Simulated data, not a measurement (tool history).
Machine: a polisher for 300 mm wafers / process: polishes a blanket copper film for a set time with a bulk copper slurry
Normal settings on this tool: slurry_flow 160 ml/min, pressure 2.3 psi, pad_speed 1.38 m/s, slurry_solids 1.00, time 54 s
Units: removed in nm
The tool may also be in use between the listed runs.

run   hour  slurry_flow  pressure  pad_speed  slurry_solids  time  wafers since the last listed run  wafers polished on this pad  hours since the slurry nozzle was cleaned  hours since the head pressure was calibrated  hours since the slurry blender was calibrated  incoming thickness of the incoming film, nm  removed
  1    0.0          195       2.3       1.38           1.00    54                                 0                         1170                                      552.2                                         817.4                                           25.7                                       2317.9    680.7
  2   12.6          160       2.3       1.38           1.00    54                               165                         1336                                      564.8                                         830.0                                           38.3                                       2310.1    667.7
      20.9  -- slurry nozzle cleaned
  3   37.1          160       2.3       1.38           1.00    54                               309                         1645                                       16.2                                         854.5                                           62.8                                       2324.5    636.6
  4   53.8          160       2.3       1.38           1.00    54                               219                         1865                                       32.9                                         871.2                                           79.5                                       2289.9    635.5
  5   79.6          160       2.3       1.38           1.00    54                               339                         2205                                       58.7                                         897.0                                          105.3                                       2292.9    616.8
  6  115.5          160       2.3       1.38           1.00    54                               472                         2678                                       94.6                                         932.9                                          141.2                                       2243.7    599.1
  7  131.9          160       2.3       1.38           1.00    54                               215                         2893                                      111.0                                         949.3                                          157.6                                       2252.4    602.5
     137.5  -- head pressure recalibrated
     152.1  -- worn pad replaced by a new one
  8  158.5          160       2.3       1.38           1.00    54                               271                           84                                      137.6                                          21.0                                          184.2                                       2329.3    634.4
     175.1  -- slurry blender recalibrated
  9  175.6          160       2.3       1.38           1.00    54                               198                          283                                      154.7                                          38.1                                            0.5                                       2305.5    679.5
 10  188.5          160       2.3       1.38           1.00    54                               169                          453                                      167.6                                          51.0                                           13.4                                       2290.2    672.4
 11  206.6          160       2.3       1.38           1.00    54                               238                          691                                      185.7                                          69.1                                           31.5                                       2324.0    682.7
 12  224.8          160       2.3       1.38           1.00    54                               239                          931                                      203.9                                          87.3                                           49.7                                       2310.1    675.0
 13  243.0          140       1.7       1.38           1.30    45                               239                         1171                                      222.1                                         105.5                                           67.9                                       2290.6    473.9
 14  271.1          160       2.8       1.20           0.70    54                               370                         1541                                      250.2                                         133.6                                           96.0                                       2294.3    609.0
 15  322.6          160       2.3       1.12           1.00    54                               678                         2219                                      301.7                                         185.1                                          147.5                                       2284.5    529.5
     337.9  -- worn pad replaced by a new one
 16  356.2          110       2.3       0.96           1.00    54                               389                          240                                      335.3                                         218.7                                          181.1                                       2271.6    447.5
     422.4  -- slurry blender recalibrated
 17  450.7          160       2.3       1.38           1.00    54                              1218                         1458                                      429.8                                         313.2                                           28.3                                       2279.9    663.1
     469.5  -- slurry nozzle cleaned
 18  475.7          160       2.3       1.38           1.00    54                               316                         1774                                        6.2                                         338.2                                           53.3                                       2287.1    639.8
 19  500.2          160       2.3       1.38           1.00    54                               322                         2097                                       30.7                                         362.7                                           77.8                                       2335.3    643.5
 20  514.8          160       2.3       0.94           1.00    54                               192                         2289                                       45.3                                         377.3                                           92.4                                       2301.1    473.6
     543.1  -- worn pad replaced by a new one
 21  547.8          160       1.5       1.54           0.90    60                               381                           61                                       78.3                                         410.3                                          125.4                                       2308.0    578.3
 22  567.0          125       1.9       1.52           1.00    37                               252                          314                                       97.5                                         429.5                                          144.6                                       2297.2    399.7
 23  600.4          195       2.3       1.38           1.00    54                               439                          754                                      130.9                                         462.9                                          178.0                                       2309.6    679.0
 24  635.3          195       2.3       1.38           0.80    54                               459                         1214                                      165.8                                         497.8                                          212.9                                       2319.4    612.3
     662.4  -- slurry blender recalibrated
 25  667.2          160       2.3       1.38           0.75    47                               393                         1607                                      197.7                                         529.7                                            4.8                                       2286.3    519.8
 26  684.7          160       2.3       1.38           1.00    54                               230                         1838                                      215.2                                         547.2                                           22.3                                       2261.0    645.3
 27  715.2          140       2.0       1.26           1.00    54                               401                         2239                                      245.7                                         577.7                                           52.8                                       2323.0    519.8
     733.6  -- worn pad replaced by a new one
 28  738.7          160       2.6       0.94           1.20    68                               256                           66                                      269.2                                         601.2                                           76.3                                       2329.3    699.1
 29  762.8          160       2.8       1.38           1.00    54                               317                          384                                      293.3                                         625.3                                          100.4                                       2310.1    753.9
 30  794.4          160       2.3       1.38           1.00    35                               416                          800                                      324.9                                         656.9                                          132.0                                       2318.7    411.2
 31  827.6          160       2.3       1.60           0.90    54                               437                         1237                                      358.1                                         690.1                                          165.2                                       2282.9    670.2

3 options for the next run, each taken on its own from the tool as it stands now. Forecast them:
  A  828.0          160       2.6       1.38           1.00    54                                 5                         1242                                      358.5                                         690.5                                          165.6                                       2297.7        ?
  B  828.0          160       2.3       0.98           1.00    65                                 5                         1242                                      358.5                                         690.5                                          165.6                                       2297.7        ?
  C  828.0          195       2.3       1.20           1.00    54                                 5                         1242                                      358.5                                         690.5                                          165.6                                       2297.7        ?

run  removed
  A    678.3
  B    574.5
  C    573.2
With the hidden condition removed and each run's random variation left untouched, the same runs would have given:
run  removed
  A    740.6
  B    627.3
  C    625.9

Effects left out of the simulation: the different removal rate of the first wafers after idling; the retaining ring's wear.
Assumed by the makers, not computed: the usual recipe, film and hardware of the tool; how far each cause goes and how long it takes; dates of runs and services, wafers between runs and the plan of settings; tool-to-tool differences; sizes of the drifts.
